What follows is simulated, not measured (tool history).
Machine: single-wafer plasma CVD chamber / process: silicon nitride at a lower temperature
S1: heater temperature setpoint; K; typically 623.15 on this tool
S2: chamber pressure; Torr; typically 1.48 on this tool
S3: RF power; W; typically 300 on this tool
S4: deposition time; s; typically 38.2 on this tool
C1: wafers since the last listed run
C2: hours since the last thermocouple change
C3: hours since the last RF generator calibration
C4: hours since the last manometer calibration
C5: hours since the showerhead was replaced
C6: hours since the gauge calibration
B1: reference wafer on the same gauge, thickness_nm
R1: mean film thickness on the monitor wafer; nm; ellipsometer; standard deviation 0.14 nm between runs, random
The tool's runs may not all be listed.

run    hour      S1    S2   S3    S4    C1      C2      C3      C4      C5      C6      B1      R1
  1     0.0  614.15  1.48  300  38.2     0  2583.2    69.9  2563.3  2109.6  1543.9  34.385  40.029
  2    28.7  613.15  1.48  300  38.2   423  2611.9    98.6  2592.0  2138.3  1572.6  34.413  39.864
       56.3  -- thermocouple changed; heater temperature recalibrated
  3    60.1  613.15  1.48  300  38.2   345     3.8   130.0  2623.4  2169.7  1604.0  34.386  40.061
  4    94.7  613.15  1.48  300  38.2   511    38.4   164.6  2658.0  2204.3  1638.6  34.398  39.884
      105.6  -- gauge calibrated
  5   155.1  623.15  1.48  300  38.2   892    98.8   225.0  2718.4  2264.7    49.5  34.439  40.069
      166.7  -- capacitance manometer re-zeroed and calibrated
  6   200.6  623.15  1.48  300  38.2   553   144.3   270.5    33.9  2310.2    95.0  34.377  39.196
  7   256.9  623.15  1.17  245  38.2   831   200.6   326.8    90.2  2366.5   151.3  34.401  33.259
  8   324.3  623.15  1.29  255  40.9   995   268.0   394.2   157.6  2433.9   218.7  34.406  37.579
  9   388.4  623.15  1.34  300  38.2   946   332.1   458.3   221.7  2498.0   282.8  34.346  37.709
 10   448.8  623.15  1.48  300  38.2   892   392.5   518.7   282.1  2558.4   343.2  34.358  38.880
 11   476.0  613.15  1.48  335  38.2   401   419.7   545.9   309.3  2585.6   370.4  34.385  40.658
 12   539.1  623.15  1.62  285  32.0   932   482.8   609.0   372.4  2648.7   433.5  34.390  33.209
 13   581.6  608.15  1.76  280  44.3   627   525.3   651.5   414.9  2691.2   476.0  34.365  46.679
 14   619.0  615.15  1.48  285  34.4   552   562.7   688.9   452.3  2728.6   513.4  34.386  34.524
 15   690.3  623.15  1.48  300  38.2  1053   634.0   760.2   523.6  2799.9   584.7  34.375  39.142
 16   720.3  623.15  1.48  300  31.2   443   664.0   790.2   553.6  2829.9   614.7  34.388  31.818
 17   779.9  633.15  1.75  265  45.5   880   723.6   849.8   613.2  2889.5   674.3  34.400  46.759
 18   831.1  623.15  1.61  255  35.2   756   774.8   901.0   664.4  2940.7   725.5  34.426  35.018
 19   873.0  623.15  1.68  330  38.2   618   816.7   942.9   706.3  2982.6   767.4  34.379  42.082
 20   926.8  637.15  1.48  325  40.3   794   870.5   996.7   760.1  3036.4   821.2  34.416  42.129
 21   969.1  623.15  1.48  300  38.2   624   912.8  1039.0   802.4  3078.7   863.5  34.362  38.716
      983.2  -- showerhead replaced
 22  1030.7  623.15  1.48  300  38.2   791   974.4  1100.6   864.0    47.5   925.1  34.405  38.903
 23  1100.7  623.15  1.79  245  34.2  1034  1044.4  1170.6   934.0   117.5   995.1  34.363  34.656
 24  1126.7  623.15  1.61  255  35.2   384  1070.4  1196.6   960.0   143.5  1021.1  34.407  34.917
 25  1287.8  618.15  1.69  335  43.0  2379  1231.5  1357.7  1121.1   304.6  1182.2  34.415  47.818
 26  1354.1  623.15  1.48  300  38.2   979  1297.8  1424.0  1187.4   370.9  1248.5  34.398  38.908
 27  1399.9  623.15  1.19  300  44.7   676  1343.6  1469.8  1233.2   416.7  1294.3  34.393  42.247
 28  1461.4  638.15  1.48  240  38.2   908  1405.1  1531.3  1294.7   478.2  1355.8  34.394  35.791
 29  1497.6  623.15  1.48  300  38.2   534  1441.3  1567.5  1330.9   514.4  1392.0  34.409  38.908

Some steps in R1 between neighbouring runs. How much of each would the tool show without its hidden state too (settings, what came in, random variation), and how much is left for the hidden state, with any gauge scatter that isn't in both results?
Hidden state present: wafer temperature above the value expected at the setpoint (K); delivered RF power above the setpoint (%); true pressure above the setpoint (%); gauge reads high (%).
Run 5 -> 6: capacitance manometer re-zeroed and calibrated. R1 -0.873 nm: hidden state -0.835, all else -0.038.
Run 12 -> 13: S1 623.15 -> 608.15, S2 1.62 -> 1.76, S3 285 -> 280, S4 32.0 -> 44.3. R1 +13.470 nm: hidden state -0.092, all else +13.562.
Run 16 -> 17: S1 623.15 -> 633.15, S2 1.48 -> 1.75, S3 300 -> 265, S4 31.2 -> 45.5. R1 +14.941 nm: hidden state -0.113, all else +15.054.
